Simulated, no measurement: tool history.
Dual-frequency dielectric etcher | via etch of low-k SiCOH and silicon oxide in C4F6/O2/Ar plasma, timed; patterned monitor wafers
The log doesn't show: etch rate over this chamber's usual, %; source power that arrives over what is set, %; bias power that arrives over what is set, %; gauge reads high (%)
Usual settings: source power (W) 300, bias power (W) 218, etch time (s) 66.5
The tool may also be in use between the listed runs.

run,day,source power (W),bias power (W),etch time (s),wafers since the last listed run,hours since the last wet clean,hours since the last source power generator calibration,hours since the last bias power generator calibration,hours since the last upper electrode change,hours since the gauge calibration,"read-back reference wafer on the same gauge, depth_nm",mean etch depth across the wafer (Å)
1,0,300,218,66.5,0,91.5,1417.7,3476.5,4451.2,1346.1,163,1722
2,4.058,300,254,66.5,883,188.9,1515.1,3573.9,4548.6,1443.5,162.9,1839
3,7.167,300,254,66.5,676,263.5,1589.7,3648.5,4623.2,1518.1,163,1837
4,9.117,340,205,66.5,424,310.3,1636.5,3695.3,4670,1564.9,163,1808
# day 10.504: bias power generator calibrated
5,13.079,340,205,66.5,826,405.4,1731.6,61.8,4765.1,1660,163.1,1799
6,15.838,270,260,66.5,600,471.6,1797.8,128,4831.3,1726.2,163,1734
7,18.467,300,218,66.5,572,534.7,1860.9,191.1,4894.4,1789.3,162.8,1728
# day 18.658: gauge calibrated
# day 19.717: wet clean of the chamber
8,21.408,300,218,66.5,422,40.6,1931.5,261.7,4965,66,163.1,1723
9,24.246,330,269,55,617,108.7,1999.6,329.8,5033.1,134.1,163.2,1637
10,25.971,220,263,49,375,150.1,2041,371.2,5074.5,175.5,163.1,1135
11,27.85,350,218,86,408,195.2,2086.1,416.3,5119.6,220.6,162.7,2429
# day 32.288: upper electrode replaced
12,32.308,240,218,54.5,752,302.2,2193.1,523.3,0.5,327.6,162.9,1230
13,36.325,360,237,57.5,874,398.6,2289.5,619.7,96.9,424,162.9,1706
# day 38.229: source power generator calibrated
14,39.079,300,183,55,563,464.7,20.4,685.8,163,490.1,163.1,1390
15,43.567,330,167,66.5,976,572.4,128.1,793.5,270.7,597.8,163,1721
# day 45.083: wet clean of the chamber
16,45.921,300,218,66.5,294,20.1,184.6,850,327.2,654.3,163.1,1805
17,47.796,360,253,54,408,65.1,229.6,895,372.2,699.3,162.8,1729
18,49.921,300,248,66.5,462,116.1,280.6,946,423.2,750.3,163,1908

Forecast run 19:
19,53.992,250,218,57,885,213.8,378.3,1043.7,520.9,848,?,?

read-back reference wafer on the same gauge, depth_nm: 162.9
mean etch depth across the wafer (Å): 1386
Without the tool's hidden state the same run would have given mean etch depth across the wafer (Å) 1349.
